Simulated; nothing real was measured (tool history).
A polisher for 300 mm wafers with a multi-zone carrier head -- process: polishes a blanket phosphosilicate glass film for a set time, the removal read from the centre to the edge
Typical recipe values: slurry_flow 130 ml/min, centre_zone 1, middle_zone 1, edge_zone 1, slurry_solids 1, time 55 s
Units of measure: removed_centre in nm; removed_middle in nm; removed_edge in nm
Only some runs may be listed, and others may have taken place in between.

run   hour  slurry_flow  centre_zone  middle_zone  edge_zone  slurry_solids  time  wafers since the last listed run  wafers polished on this pad  hours since the slurry nozzle was cleaned  hours since the centre zone pressure was calibrated  hours since the edge zone pressure was calibrated  hours since the carrier head's membrane was replaced  incoming thickness of the incoming film, nm  removed_centre  removed_middle  removed_edge
  1      0          130            1            1          1              1    55                                 0                         1336                                      351.8                                                381.3                                              856.1                                                1656.9                                       3098.6           346.1             346         346.8
  2   15.2          130            1            1          1              1    55                               240                         1577                                        367                                                396.5                                              871.3                                                1672.1                                         3102           349.8           340.8         340.3
      78.9  -- worn pad replaced by a new one
  3  105.9          130            1            1          1              1    55                              1373                          427                                      457.7                                                487.2                                                962                                                1762.8                                       3044.1           353.9           341.3         339.5
     137.8  -- carrier head's membrane replaced by a new one
  4  138.3          130            1            1          1              1    55                               433                          861                                      490.1                                                519.6                                              994.4                                                   0.5                                       3102.7           356.3           343.3         336.2
     217.3  -- edge zone pressure recalibrated
  5  222.9          130            1            1          1              1    42                              1308                         2170                                      574.7                                                604.2                                                5.6                                                  85.1                                         3114           273.1           257.3         256.1
     236.5  -- centre zone pressure recalibrated
  6  242.4          130            1            1          1            0.9    55                               277                         2447                                      594.2                                                  5.9                                               25.1                                                 104.6                                       3022.7           328.3           325.4         329.6
     246.5  -- worn pad replaced by a new one
  7  275.9          130            1            1       1.06              1    55                               467                          465                                      627.7                                                 39.4                                               58.6                                                 138.1                                       3056.4           335.3           333.7         344.8
  8  295.7          145            1         1.04          1           0.85    55                               313                          778                                      647.5                                                 59.2                                               78.4                                                 157.9                                       3084.5           327.1           335.1         319.4
  9    308          130            1         0.93          1           0.75    55                               194                          973                                      659.8                                                 71.5                                               90.7                                                 170.2                                       3074.9           311.1           298.6         318.4
     334.7  -- slurry nozzle cleaned
 10  338.2          130            1         1.09          1              1    55                               462                         1436                                        3.5                                                101.7                                              120.9                                                 200.4                                       3053.3           346.5           361.3         345.6
 11  372.2          130            1            1          1           1.25    55                               538                         1974                                       37.5                                                135.7                                              154.9                                                 234.4                                       3026.3           364.9           365.1         355.8
     399.2  -- worn pad replaced by a new one
 12  402.9          130            1            1          1            1.3    55                               422                           58                                       68.2                                                166.4                                              185.6                                                 265.1                                       3030.3           364.7           369.4         368.3
 13    438          130            1            1          1              1    55                               555                          614                                      103.3                                                201.5                                              220.7                                                 300.2                                       3069.7           348.6           345.5         342.1
 14  467.8          130            1            1          1            0.9    55                               471                         1086                                      133.1                                                231.3                                              250.5                                                   330                                         3124           337.9           340.6         334.3
 15    492          140            1         1.06       1.06              1    46                               383                         1470                                      157.3                                                255.5                                              274.7                                                 354.2                                       3023.7           300.7           299.1         298.3
     559.1  -- worn pad replaced by a new one
 16  578.2          130            1            1       0.96           1.25    55                              1301                          302                                      243.5                                                341.7                                              360.9                                                 440.4                                       3013.6           376.5           364.3           357
 17  608.3           85            1         1.06          1              1    55                               476                          779                                      273.6                                                371.8                                                391                                                 470.5                                       3049.3           328.9           332.7         327.3
 18  626.2          130         1.11            1       1.07              1    61                               283                         1062                                      291.5                                                389.7                                              408.9                                                 488.4                                       3065.9           437.5           379.4           385
 19  654.6          130            1         0.89       0.96              1    38                               449                         1512                                      319.9                                                418.1                                              437.3                                                 516.8                                       3107.3           246.4           229.7         229.1
 20  669.9          130            1            1          1              1    55                               242                         1754                                      335.2                                                433.4                                              452.6                                                 532.1                                       3108.5           355.8           342.9         345.7

List, for all runs, the conditions of the tool that the log does not record:
removal rate lost through wear of the pad, %: 0 in every run
deviation of the edge zone's pressure from its setpoint, %: 0 in every run
H1: slurry flow missing at the pad, %
H2: deviation of the centre zone's pressure from its setpoint, %
run    H1    H2
  1  6.72  3.95
  2  7.25  4.27
  3  10.9  6.41
  4  12.4  7.28
  5  16.8  9.82
  6  17.9   1.3
  7  19.9  1.34
  8  21.2   1.4
  9    22  1.44
 10  2.06  1.58
 11  2.12  1.79
 12  2.28  2.04
 13  2.58  2.39
 14  2.92  2.73
 15  3.27  3.05
 16  4.95  4.42
 17  5.72  4.99
 18  6.21  5.36
 19  7.06  5.97
 20  7.55  6.32
